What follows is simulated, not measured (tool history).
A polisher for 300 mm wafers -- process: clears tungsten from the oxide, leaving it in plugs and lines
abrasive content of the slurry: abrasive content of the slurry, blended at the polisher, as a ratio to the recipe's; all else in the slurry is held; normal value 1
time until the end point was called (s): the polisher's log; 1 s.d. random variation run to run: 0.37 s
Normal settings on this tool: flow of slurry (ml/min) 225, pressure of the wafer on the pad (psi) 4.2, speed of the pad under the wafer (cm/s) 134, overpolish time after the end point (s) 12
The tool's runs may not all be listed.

run   hour  flow of slurry (ml/min)  pressure of the wafer on the pad (psi)  speed of the pad under the wafer (cm/s)  abrasive content of the slurry  overpolish time after the end point (s)  wafers since the last listed run  wafers polished on this pad  hours since the slurry nozzle was cleaned  hours since the head pressure was calibrated  hours since the slurry blender was calibrated  hours since the slurry got fresh peroxide  incoming thickness of the incoming film, nm  time until the end point was called (s)
  1      0                      240                                     4.2                                      134                               1                                       12                                 0                          346                                      136.1                                         785.4                                          109.5                                        5.1                                        272.2                                     39.3
  2     35                      240                                     4.2                                      134                               1                                       12                               523                          869                                      171.1                                         820.4                                          144.5                                       40.1                                        267.5                                     39.3
  3     62                      240                                     4.2                                      134                               1                                       12                               403                         1273                                      198.1                                         847.4                                          171.5                                       67.1                                        269.5                                     39.1
      78.6  -- worn pad replaced by a new one
  4   79.1                      275                                     5.2                                      134                               1                                       12                               195                            7                                      215.2                                         864.5                                          188.6                                       84.2                                        264.5                                     31.9
  5   94.1                      225                                     4.2                                      134                               1                                       12                               224                          232                                      230.2                                         879.5                                          203.6                                       99.2                                        267.5                                       40
     102.7  -- slurry blender recalibrated
  6  116.2                      225                                     4.2                                      134                               1                                       12                               300                          532                                      252.3                                         901.6                                           13.5                                      121.3                                        269.7                                     38.6
  7  148.2                      265                                     4.2                                      108                               1                                       12                               478                         1011                                      284.3                                         933.6                                           45.5                                      153.3                                        271.3                                     46.9
     149.9  -- slurry tank refilled with fresh slurry and peroxide
  8  171.4                      265                                     4.2                                      108                               1                                       12                               332                         1343                                      307.5                                         956.8                                           68.7                                       21.5                                        271.8                                     46.2
  9  197.3                      265                                     4.2                                      108                               1                                       12                               387                         1731                                      333.4                                         982.7                                           94.6                                       47.4                                        274.3                                     47.3
     205.8  -- worn pad replaced by a new one, of another model than before
 10  213.4                      225                                     4.2                                      134                               1                                        9                               181                          113                                      349.5                                         998.8                                          110.7                                       63.5                                        266.1                                     39.4
     219.3  -- head pressure recalibrated
 11  249.2                      225                                     4.2                                      134                               1                                        9                               505                          618                                      385.3                                          29.9                                          146.5                                       99.3                                        272.7                                     40.7
     268.8  -- slurry nozzle cleaned
 12  271.8                      225                                     4.2                                      134                               1                                       12                               323                          941                                          3                                          52.5                                          169.1                                      121.9                                        267.6                                     39.4
     294.7  -- slurry tank refilled with fresh slurry and peroxide
 13  295.2                      225                                     4.2                                      134                               1                                        6                               335                         1276                                       26.4                                          75.9                                          192.5                                        0.5                                          265                                     39.6
 14  322.8                      225                                     5.2                                      134                               1                                       12                               412                         1689                                         54                                         103.5                                          220.1                                       28.1                                        267.4                                     36.2
     329.2  -- worn pad replaced by a new one
     352.9  -- slurry blender recalibrated
 15  353.4                      195                                     3.8                                      146                               1                                        6                               367                          332                                       84.6                                         134.1                                            0.5                                       58.7                                        273.9                                     40.8
 16    383                      270                                     4.2                                      172                            0.85                                       17                               442                          775                                      114.2                                         163.7                                           30.1                                       88.3                                        269.3                                     32.5
 17  414.5                      225                                     4.2                                      134                             1.2                                       12                               471                         1246                                      145.7                                         195.2                                           61.6                                      119.8                                        273.6                                     38.6
     436.8  -- slurry tank refilled with fresh slurry and peroxide
     446.9  -- worn pad replaced by a new one
 18  449.2                      225                                     4.2                                      134                               1                                       12                               444                           33                                      180.4                                         229.9                                           96.3                                       12.4                                        270.4                                     39.5
 19  473.6                      225                                     4.2                                      148                               1                                       15                               365                          398                                      204.8                                         254.3                                          120.7                                       36.8                                        271.7                                     36.8
 20    490                      225                                     4.2                                      134                               1                                       12                               245                          644                                      221.2                                         270.7                                          137.1                                       53.2                                        271.5                                     38.8
 21  513.3                      225                                     4.7                                      134                               1                                       12                               348                          992                                      244.5                                           294                                          160.4                                       76.5                                        265.8                                     37.4
 22  526.4                      225                                     4.2                                      134                               1                                       12                               195                         1188                                      257.6                                         307.1                                          173.5                                       89.6                                        266.4                                     38.7
     557.7  -- worn pad replaced by a new one
 23  560.8                      160                                     4.2                                      134                             0.8                                       14                               454                           47                                        292                                         341.5                                          207.9                                        124                                        266.9                                     46.4
     576.8  -- slurry tank refilled with fresh slurry and peroxide
 24  580.8                      225                                     4.2                                      134                            0.85                                       12                               284                          331                                        312                                         361.5                                          227.9                                          4                                          270                                     41.6

Measured result minus the same run's result without the hidden state. Both carry the same run-to-run variation, though not necessarily the same gauge scatter:
The tool's hidden condition here consists of: removal rate lost through wear of the pad, %; slurry flow missing at the pad, %; deviation of the head's pressure from its setpoint, %; abrasive missing from the slurry, %; peroxide lost from the slurry, %.
run  time until the end point was called (s)
  1                                     +0.6
  2                                     +0.9
  3                                     +1.2
  4                                     +1.2
  5                                     +1.7
  6                                     +0.4
  7                                     +0.7
  8                                     +0.7
  9                                     +0.9
 10                                     +0.9
 11                                     +1.2
 12                                     +1.5
 13                                     +1.8
 14                                       +2
 15                                     +0.1
 16                                     +0.1
 17                                     +0.2
 18                                     +0.4
 19                                     +0.5
 20                                     +0.7
 21                                     +0.9
 22                                       +1
 23                                     +1.8
 24                                       +2
